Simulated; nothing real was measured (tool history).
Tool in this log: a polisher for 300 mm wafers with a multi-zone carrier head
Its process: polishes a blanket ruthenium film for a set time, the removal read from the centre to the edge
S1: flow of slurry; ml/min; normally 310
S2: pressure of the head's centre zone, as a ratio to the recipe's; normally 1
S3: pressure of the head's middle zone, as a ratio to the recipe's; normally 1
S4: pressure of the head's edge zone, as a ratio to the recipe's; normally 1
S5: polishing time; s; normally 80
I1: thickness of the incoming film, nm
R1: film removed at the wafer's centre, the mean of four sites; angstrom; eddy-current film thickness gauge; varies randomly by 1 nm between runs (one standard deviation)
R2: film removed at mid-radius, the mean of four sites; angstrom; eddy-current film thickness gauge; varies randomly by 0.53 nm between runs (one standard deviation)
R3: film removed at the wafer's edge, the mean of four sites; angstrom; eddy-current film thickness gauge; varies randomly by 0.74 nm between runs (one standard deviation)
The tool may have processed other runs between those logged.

run 1 hour=0 | S1=310 S2=1 S3=1 S4=1 S5=80 | I1=259.2 | R1=857 R2=800 R3=797
-- hour=18.6 worn pad replaced by a new one
run 2 hour=57.9 | S1=310 S2=1 S3=1 S4=1 S5=80 | I1=259.8 | R1=862 R2=808 R3=803
run 3 hour=98.1 | S1=310 S2=0.95 S3=1 S4=1 S5=80 | I1=254.6 | R1=843 R2=799 R3=795
run 4 hour=205.7 | S1=310 S2=0.95 S3=1 S4=1 S5=80 | I1=258.6 | R1=826 R2=804 R3=804
run 5 hour=301.5 | S1=310 S2=1 S3=1 S4=1 S5=80 | I1=257.1 | R1=870 R2=812 R3=808
-- hour=385.5 slurry nozzle cleaned
run 6 hour=386 | S1=215 S2=1 S3=1 S4=1 S5=80 | I1=258.9 | R1=831 R2=769 R3=760
-- hour=394.3 carrier head's membrane replaced by a new one
run 7 hour=421.5 | S1=310 S2=1 S3=1 S4=1.03 S5=80 | I1=259 | R1=863 R2=803 R3=811
-- hour=436.7 centre zone pressure recalibrated
-- hour=491.1 worn pad replaced by a new one
run 8 hour=499 | S1=360 S2=1 S3=1 S4=0.92 S5=93 | I1=260.5 | R1=1000 R2=945 R3=914
run 9 hour=587.6 | S1=310 S2=1 S3=1 S4=1 S5=107 | I1=254.8 | R1=1104 R2=1081 R3=1065
run 10 hour=654.5 | S1=310 S2=1 S3=1 S4=1 S5=80 | I1=258.4 | R1=846 R2=795 R3=814
run 11 hour=758.4 | S1=310 S2=1 S3=1 S4=1 S5=80 | I1=264 | R1=851 R2=811 R3=802
run 12 hour=815 | S1=310 S2=1 S3=1 S4=0.88 S5=53 | I1=261.7 | R1=562 R2=535 R3=496
run 13 hour=856.6 | S1=310 S2=1 S3=0.9 S4=1 S5=96 | I1=260.4 | R1=1029 R2=880 R3=964
run 14 hour=926.1 | S1=310 S2=1 S3=1 S4=1.11 S5=70 | I1=263.4 | R1=744 R2=709 R3=745
run 15 hour=994.9 | S1=310 S2=1 S3=0.94 S4=1 S5=80 | I1=261 | R1=863 R2=759 R3=803
-- hour=1011.8 edge zone pressure recalibrated
-- hour=1029.6 worn pad replaced by a new one
run 16 hour=1065.1 | S1=310 S2=0.93 S3=1 S4=1 S5=99 | I1=258.7 | R1=1018 R2=1002 R3=998
-- hour=1076.4 carrier head's membrane replaced by a new one
-- hour=1103.7 slurry nozzle cleaned
run 17 hour=1123.5 | S1=310 S2=1 S3=1 S4=1 S5=80 | I1=260.6 | R1=863 R2=804 R3=790
run 18 hour=1219.8 | S1=310 S2=1 S3=1 S4=1 S5=86 | I1=260.9 | R1=932 R2=865 R3=859
run 19 hour=1322.1 | S1=310 S2=1 S3=0.9 S4=1 S5=96 | I1=257.5 | R1=1034 R2=885 R3=984
-- hour=1347.9 centre zone pressure recalibrated
run 20 hour=1402.5 | S1=310 S2=1 S3=1 S4=1 S5=80 | I1=263.2 | R1=809 R2=809 R3=804
run 21 hour=1509.4 | S1=310 S2=0.95 S3=0.97 S4=1 S5=80 | I1=262.9 | R1=798 R2=779 R3=794
-- hour=1571 worn pad replaced by a new one
run 22 hour=1598.2 | S1=310 S2=0.95 S3=1 S4=0.89 S5=71 | I1=258 | R1=725 R2=723 R3=674
run 23 hour=1667.8 | S1=310 S2=1.05 S3=1.11 S4=1 S5=93 | I1=258.7 | R1=1046 R2=1038 R3=939

For each run, what was the tool's unlogged condition?
removal rate lost through wear of the pad, %: 0 across all the runs
slurry flow missing at the pad, %: 0 across all the runs
deviation of the edge zone's pressure from its setpoint, %: 0 across all the runs
H1: deviation of the centre zone's pressure from its setpoint, %
run=1 H1=8.28
run=2 H1=8.52
run=3 H1=8.66
run=4 H1=8.97
run=5 H1=9.17
run=6 H1=9.31
run=7 H1=9.36
run=8 H1=2.77
run=9 H1=4.52
run=10 H1=5.56
run=11 H1=6.83
run=12 H1=7.37
run=13 H1=7.71
run=14 H1=8.2
run=15 H1=8.59
run=16 H1=8.91
run=17 H1=9.13
run=18 H1=9.43
run=19 H1=9.66
run=20 H1=1.67
run=21 H1=3.77
run=22 H1=5.08
run=23 H1=5.89

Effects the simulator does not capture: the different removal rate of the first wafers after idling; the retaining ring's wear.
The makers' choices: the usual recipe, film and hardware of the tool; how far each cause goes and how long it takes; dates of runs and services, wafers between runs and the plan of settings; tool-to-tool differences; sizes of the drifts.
